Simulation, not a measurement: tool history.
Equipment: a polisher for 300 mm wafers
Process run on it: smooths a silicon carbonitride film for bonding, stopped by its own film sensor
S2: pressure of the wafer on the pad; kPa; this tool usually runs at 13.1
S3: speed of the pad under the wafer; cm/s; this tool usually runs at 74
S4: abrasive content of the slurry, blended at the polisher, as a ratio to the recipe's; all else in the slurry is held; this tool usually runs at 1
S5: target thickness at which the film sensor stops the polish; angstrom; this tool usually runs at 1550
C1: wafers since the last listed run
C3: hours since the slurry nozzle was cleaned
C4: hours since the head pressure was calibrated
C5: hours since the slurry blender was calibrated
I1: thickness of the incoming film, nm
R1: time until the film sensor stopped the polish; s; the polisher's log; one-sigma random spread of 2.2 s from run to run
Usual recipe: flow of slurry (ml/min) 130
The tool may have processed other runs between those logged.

Run 1, hour 0: usual settings but S3 60 cm/s; C1 0; wafers polished on this pad 2; C3 37.3; C4 709.9; C5 364.4; I1 178.5. Result: R1 120.1 s.
Run 2, hour 46.1: usual settings but S3 60 cm/s; C1 258; wafers polished on this pad 261; C3 83.4; C4 756; C5 410.5; I1 179.4. Result: R1 128.4 s.
At hour 104.3: slurry blender recalibrated.
Run 3, hour 104.8: usual settings; C1 318; wafers polished on this pad 579; C3 142.1; C4 814.7; C5 0.5; I1 180.2. Result: R1 122.4 s.
Run 4, hour 151.5: usual settings but S2 11.7 kPa; C1 262; wafers polished on this pad 842; C3 188.8; C4 861.4; C5 47.2; I1 179. Result: R1 127.5 s.
Run 5, hour 203.9: usual settings but S2 11.7 kPa; C1 294; wafers polished on this pad 1136; C3 241.2; C4 913.8; C5 99.6; I1 181.1. Result: R1 146.2 s.
Run 6, hour 259.9: usual settings but S2 11.7 kPa; C1 314; wafers polished on this pad 1450; C3 297.2; C4 969.8; C5 155.6; I1 178.2. Result: R1 127.3 s.
At hour 307.3: worn pad replaced by a new one.
Run 7, hour 307.6: usual settings but flow of slurry (ml/min) 110; C1 245; wafers polished on this pad 1; C3 344.9; C4 1017.5; C5 203.3; I1 179.7. Result: R1 131.5 s.
Run 8, hour 349.2: usual settings but flow of slurry (ml/min) 110; C1 233; wafers polished on this pad 235; C3 386.5; C4 1059.1; C5 244.9; I1 179.7. Result: R1 135.2 s.
Run 9, hour 377.4: usual settings but flow of slurry (ml/min) 110; C1 158; wafers polished on this pad 393; C3 414.7; C4 1087.3; C5 273.1; I1 177.7. Result: R1 126 s.
Run 10, hour 422.3: usual settings; C1 252; wafers polished on this pad 646; C3 459.6; C4 1132.2; C5 318; I1 181.9. Result: R1 136.3 s.
At hour 437.7: slurry nozzle cleaned.
Run 11, hour 456.3: usual settings; C1 185; wafers polished on this pad 831; C3 18.6; C4 1166.2; C5 352; I1 180.7. Result: R1 119 s.
Run 12, hour 489: usual settings; C1 183; wafers polished on this pad 1014; C3 51.3; C4 1198.9; C5 384.7; I1 181.5. Result: R1 127.7 s.
Run 13, hour 516.5: usual settings; C1 154; wafers polished on this pad 1169; C3 78.8; C4 1226.4; C5 412.2; I1 179.6. Result: R1 118.4 s.
Run 14, hour 584.5: usual settings; C1 381; wafers polished on this pad 1551; C3 146.8; C4 1294.4; C5 480.2; I1 181.9. Result: R1 130.1 s.
At hour 592.2: slurry blender recalibrated.
At hour 603.3: worn pad replaced by a new one.
Run 15, hour 623.8: usual settings but S2 8.3 kPa; C1 186; wafers polished on this pad 115; C3 186.1; C4 1333.7; C5 31.6; I1 182.5. Result: R1 189.3 s.
At hour 693.7: head pressure recalibrated.
Run 16, hour 694.3: usual settings but S2 11 kPa, S5 1610 angstrom; C1 384; wafers polished on this pad 500; C3 256.6; C4 0.6; C5 102.1; I1 183.2. Result: R1 124.8 s.
Run 17, hour 744.7: usual settings but flow of slurry (ml/min) 90, S3 60 cm/s; C1 283; wafers polished on this pad 783; C3 307; C4 51; C5 152.5; I1 181.8. Result: R1 170.8 s.
Run 18, hour 784.4: usual settings but S2 11.7 kPa; C1 222; wafers polished on this pad 1006; C3 346.7; C4 90.7; C5 192.2; I1 182.8. Result: R1 151.1 s.
Run 19, hour 815.2: usual settings; C1 172; wafers polished on this pad 1178; C3 377.5; C4 121.5; C5 223; I1 180.5. Result: R1 137 s.
Run 20, hour 850.9: usual settings but flow of slurry (ml/min) 145, S4 0.9; C1 200; wafers polished on this pad 1379; C3 413.2; C4 157.2; C5 258.7; I1 180. Result: R1 130.2 s.
At hour 882.2: worn pad replaced by a new one.
Run 21, hour 882.7: usual settings but S2 11 kPa, S5 1610 angstrom; C1 156; wafers polished on this pad 2; C3 445; C4 189; C5 290.5; I1 180.5. Result: R1 117.5 s.
Run 22, hour 907.5: usual settings but flow of slurry (ml/min) 105, S5 1600 angstrom; C1 139; wafers polished on this pad 142; C3 469.8; C4 213.8; C5 315.3; I1 182.1. Result: R1 119.5 s.
At hour 941.1: slurry nozzle cleaned.
Run 23, hour 971.2: usual settings but flow of slurry (ml/min) 170, S2 11 kPa; C1 352; wafers polished on this pad 494; C3 30.1; C4 277.5; C5 379; I1 178.7. Result: R1 117.4 s.
Run 24, hour 1018.2: usual settings but S3 96 cm/s; C1 263; wafers polished on this pad 758; C3 77.1; C4 324.5; C5 426; I1 181.8. Result: R1 109.4 s.
Run 25, hour 1050.5: usual settings but S2 10.3 kPa; C1 181; wafers polished on this pad 939; C3 109.4; C4 356.8; C5 458.3; I1 179.7. Result: R1 144.7 s.
At hour 1085.8: slurry blender recalibrated.
Run 26, hour 1086.3: usual settings but flow of slurry (ml/min) 165, S4 0.9, S5 1490 angstrom; C1 189; wafers polished on this pad 1129; C3 145.2; C4 392.6; C5 0.5; I1 182.3. Result: R1 153.1 s.
At hour 1128.4: worn pad replaced by a new one.
Run 27, hour 1182.7: usual settings but S2 16.5 kPa, S3 56 cm/s, S4 1.15, S5 1580 angstrom; C1 518; wafers polished on this pad 304; C3 241.6; C4 489; C5 96.9; I1 179.9. Result: R1 99.1 s.
Run 28, hour 1238.3: usual settings but S3 48 cm/s, S4 0.9, S5 1620 angstrom; C1 312; wafers polished on this pad 617; C3 297.2; C4 544.6; C5 152.5; I1 182. Result: R1 133 s.
Run 29, hour 1284.4: usual settings but S4 1.15; C1 258; wafers polished on this pad 875; C3 343.3; C4 590.7; C5 198.6; I1 181.9. Result: R1 131.5 s.

5 ways to go on from here, each from the tool as it stands after run 29. What would each give?
Run A, hour 1284.9: usual settings; C1 2; wafers polished on this pad 878; C3 343.8; C4 591.2; C5 199.1; I1 177.2. Result: R1 ?.
Run B, hour 1284.9: usual settings but S2 8.3 kPa, S4 1.15, S5 1480 angstrom; C1 2; wafers polished on this pad 878; C3 343.8; C4 591.2; C5 199.1; I1 177.2. Result: R1 ?.
Run C, hour 1284.9: usual settings but flow of slurry (ml/min) 160; C1 2; wafers polished on this pad 878; C3 343.8; C4 591.2; C5 199.1; I1 177.2. Result: R1 ?.
Run D, hour 1284.9: usual settings but flow of slurry (ml/min) 95, S3 64 cm/s, S5 1580 angstrom; C1 2; wafers polished on this pad 878; C3 343.8; C4 591.2; C5 199.1; I1 177.2. Result: R1 ?.
Run E, hour 1284.9: usual settings but S3 52 cm/s, S5 1600 angstrom; C1 2; wafers polished on this pad 878; C3 343.8; C4 591.2; C5 199.1; I1 177.2. Result: R1 ?.

run     R1
  A  112.8
  B  206.6
  C  106.1
  D  117.3
  E  102.7
What these runs would have given with no unlogged condition in the tool:
run     R1
  A   98.7
  B  180.9
  C   95.1
  D   98.4
  E   89.9

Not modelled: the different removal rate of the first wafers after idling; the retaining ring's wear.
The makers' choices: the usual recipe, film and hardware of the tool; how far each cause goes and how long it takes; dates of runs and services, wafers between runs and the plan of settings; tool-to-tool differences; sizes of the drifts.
